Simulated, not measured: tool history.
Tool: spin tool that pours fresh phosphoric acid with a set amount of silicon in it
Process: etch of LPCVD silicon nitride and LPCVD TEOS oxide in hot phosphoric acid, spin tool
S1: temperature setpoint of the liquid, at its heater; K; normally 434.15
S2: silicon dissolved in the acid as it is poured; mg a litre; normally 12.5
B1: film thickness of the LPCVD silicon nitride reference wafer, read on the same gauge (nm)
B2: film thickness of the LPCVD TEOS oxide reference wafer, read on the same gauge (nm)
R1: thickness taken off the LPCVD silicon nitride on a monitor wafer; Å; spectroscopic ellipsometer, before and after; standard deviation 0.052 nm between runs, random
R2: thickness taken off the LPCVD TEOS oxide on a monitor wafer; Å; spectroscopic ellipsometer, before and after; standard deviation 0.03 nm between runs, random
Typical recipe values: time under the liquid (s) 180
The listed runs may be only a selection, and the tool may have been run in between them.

run 1 day=0.000 | S1=434.15 S2=12.5 time_under_the_liquid_(s)=180 | B1=69.99 B2=150.011 | R1=163.6 R2=4.05
-- day=0.750 gauge calibrated
run 2 day=0.912 | S1=434.15 S2=12.5 time_under_the_liquid_(s)=180 | B1=69.97 B2=149.952 | R1=164.1 R2=3.89
run 3 day=1.446 | S1=434.15 S2=12.5 time_under_the_liquid_(s)=180 | B1=70.00 B2=149.970 | R1=164.1 R2=3.75
run 4 day=2.517 | S1=434.15 S2=19.5 time_under_the_liquid_(s)=180 | B1=70.02 B2=150.016 | R1=163.6 R2=3.46
run 5 day=3.075 | S1=434.15 S2=12.5 time_under_the_liquid_(s)=180 | B1=69.97 B2=150.007 | R1=164.3 R2=3.96
run 6 day=3.908 | S1=434.15 S2=12.5 time_under_the_liquid_(s)=180 | B1=70.04 B2=150.009 | R1=164.1 R2=3.76
run 7 day=4.833 | S1=435.65 S2=12.5 time_under_the_liquid_(s)=105 | B1=69.99 B2=150.002 | R1=99.8 R2=2.52
run 8 day=6.254 | S1=435.15 S2=12.5 time_under_the_liquid_(s)=275 | B1=69.97 B2=149.987 | R1=257.5 R2=6.00
run 9 day=7.425 | S1=433.15 S2=17.0 time_under_the_liquid_(s)=110 | B1=70.01 B2=150.063 | R1=96.3 R2=1.86
run 10 day=8.079 | S1=431.65 S2=2.5 time_under_the_liquid_(s)=255 | B1=69.97 B2=150.060 | R1=211.5 R2=5.47
run 11 day=9.400 | S1=433.15 S2=12.5 time_under_the_liquid_(s)=180 | B1=69.99 B2=150.074 | R1=157.2 R2=3.25
run 12 day=10.625 | S1=434.15 S2=12.5 time_under_the_liquid_(s)=180 | B1=70.03 B2=149.976 | R1=161.0 R2=3.56
run 13 day=12.071 | S1=434.15 S2=17.0 time_under_the_liquid_(s)=180 | B1=70.01 B2=149.987 | R1=161.8 R2=3.21
run 14 day=12.950 | S1=434.15 S2=12.5 time_under_the_liquid_(s)=255 | B1=70.02 B2=150.004 | R1=229.7 R2=5.45
run 15 day=13.454 | S1=432.15 S2=18.0 time_under_the_liquid_(s)=180 | B1=70.04 B2=149.969 | R1=151.4 R2=3.11
run 16 day=14.083 | S1=436.65 S2=17.5 time_under_the_liquid_(s)=90 | B1=70.01 B2=150.008 | R1=87.3 R2=2.19
run 17 day=14.754 | S1=436.15 S2=16.5 time_under_the_liquid_(s)=180 | B1=70.02 B2=149.968 | R1=173.3 R2=4.11
run 18 day=15.829 | S1=437.15 S2=12.5 time_under_the_liquid_(s)=125 | B1=70.00 B2=149.926 | R1=123.8 R2=2.69
run 19 day=16.333 | S1=432.65 S2=19.0 time_under_the_liquid_(s)=100 | B1=70.01 B2=149.967 | R1=85.6 R2=1.55
run 20 day=16.962 | S1=434.15 S2=16.0 time_under_the_liquid_(s)=180 | B1=70.06 B2=150.011 | R1=160.5 R2=3.19
run 21 day=17.779 | S1=434.15 S2=12.5 time_under_the_liquid_(s)=180 | B1=70.02 B2=149.970 | R1=161.2 R2=3.60
run 22 day=18.729 | S1=433.15 S2=19.0 time_under_the_liquid_(s)=225 | B1=69.98 B2=149.970 | R1=194.7 R2=3.47

4 options for the next run, each taken on its own from the tool as it stands now. Forecast them:
run A day=18.750 | S1=434.15 S2=12.5 time_under_the_liquid_(s)=180 | B1=? B2=? | R1=? R2=?
run B day=18.750 | S1=432.65 S2=12.5 time_under_the_liquid_(s)=110 | B1=? B2=? | R1=? R2=?
run C day=18.750 | S1=432.65 S2=21.5 time_under_the_liquid_(s)=180 | B1=? B2=? | R1=? R2=?
run D day=18.750 | S1=432.15 S2=22.0 time_under_the_liquid_(s)=180 | B1=? B2=? | R1=? R2=?

run=A B1=69.98 B2=150.001 R1=160.3 R2=3.49
run=B B1=69.98 B2=150.001 R1=93.2 R2=1.91
run=C B1=69.98 B2=150.001 R1=152.4 R2=2.46
run=D B1=69.98 B2=150.001 R1=149.9 R2=2.34
What these runs would have given with no unlogged condition in the tool:
run=A R1=164.1 R2=3.68
run=B R1=95.4 R2=2.01
run=C R1=156.0 R2=2.59
run=D R1=153.4 R2=2.46
